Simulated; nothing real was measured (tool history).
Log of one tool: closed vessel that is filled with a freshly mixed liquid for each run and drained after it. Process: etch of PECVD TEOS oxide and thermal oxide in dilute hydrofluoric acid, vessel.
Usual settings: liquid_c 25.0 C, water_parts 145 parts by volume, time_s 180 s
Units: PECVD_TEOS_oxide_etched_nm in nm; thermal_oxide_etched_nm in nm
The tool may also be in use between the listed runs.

run    hour  liquid_c  water_parts  time_s  read-back film thickness of the PECVD TEOS oxide reference wafer, read on the same gauge (nm)  read-back film thickness of the thermal oxide reference wafer, read on the same gauge (nm)  PECVD_TEOS_oxide_etched_nm  thermal_oxide_etched_nm
  1     0.0      25.0          145     215                                                                                         150.00                                                                                      150.04                       18.64                     6.57
  2    77.0      25.0          145     265                                                                                         150.00                                                                                      149.99                       23.18                     8.11
  3   176.4      25.0          145     265                                                                                         150.00                                                                                      150.01                       23.23                     8.04
  4   261.2      25.0           95     265                                                                                         150.01                                                                                      150.00                       37.58                    13.12
  5   352.3      25.0           95     265                                                                                         149.98                                                                                      150.01                       37.33                    13.11
      412.6  -- thermometer replaced
  6   413.2      25.0          160     180                                                                                         149.99                                                                                      150.01                       13.38                     4.67
  7   475.2      25.0          160     180                                                                                         150.01                                                                                      150.04                       13.27                     4.65
  8   547.4      25.0          160     180                                                                                         150.02                                                                                      150.01                       13.13                     4.63
  9   593.6      25.0          145     180                                                                                         150.00                                                                                      150.04                       14.74                     5.20
 10   681.7      20.0           85     180                                                                                         150.00                                                                                      149.99                       22.42                     7.80
 11   758.1      25.0          145     180                                                                                         150.00                                                                                      149.98                       14.94                     5.21
 12   822.0      27.5          215     105                                                                                         150.02                                                                                      149.98                        5.86                     2.04
      889.6  -- hydrofluoric acid flow meter replaced
 13   915.5      25.0          105     180                                                                                         149.99                                                                                      150.01                       23.28                     8.08
 14   955.8      25.0          145     180                                                                                         149.99                                                                                      150.01                       16.05                     5.55
      974.4  -- gauge calibrated
     1058.5  -- thermometer replaced
 15  1112.2      25.0          160     180                                                                                         149.99                                                                                      150.02                       13.55                     4.73
 16  1204.9      25.0          145     180                                                                                         150.01                                                                                      150.01                       15.27                     5.34

Forecast run 17:
 17  1264.6      27.0          145     180                                                                                              ?                                                                                           ?                           ?                        ?

{"run 17": {"read-back film thickness of the PECVD TEOS oxide reference wafer, read on the same gauge (nm)": 150.01, "read-back film thickness of the thermal oxide reference wafer, read on the same gauge (nm)": 150.02, "PECVD_TEOS_oxide_etched_nm": 16.57, "thermal_oxide_etched_nm": 5.71}}
Without the tool's hidden state the same run would have given PECVD_TEOS_oxide_etched_nm 17.09 nm, thermal_oxide_etched_nm 5.90 nm.
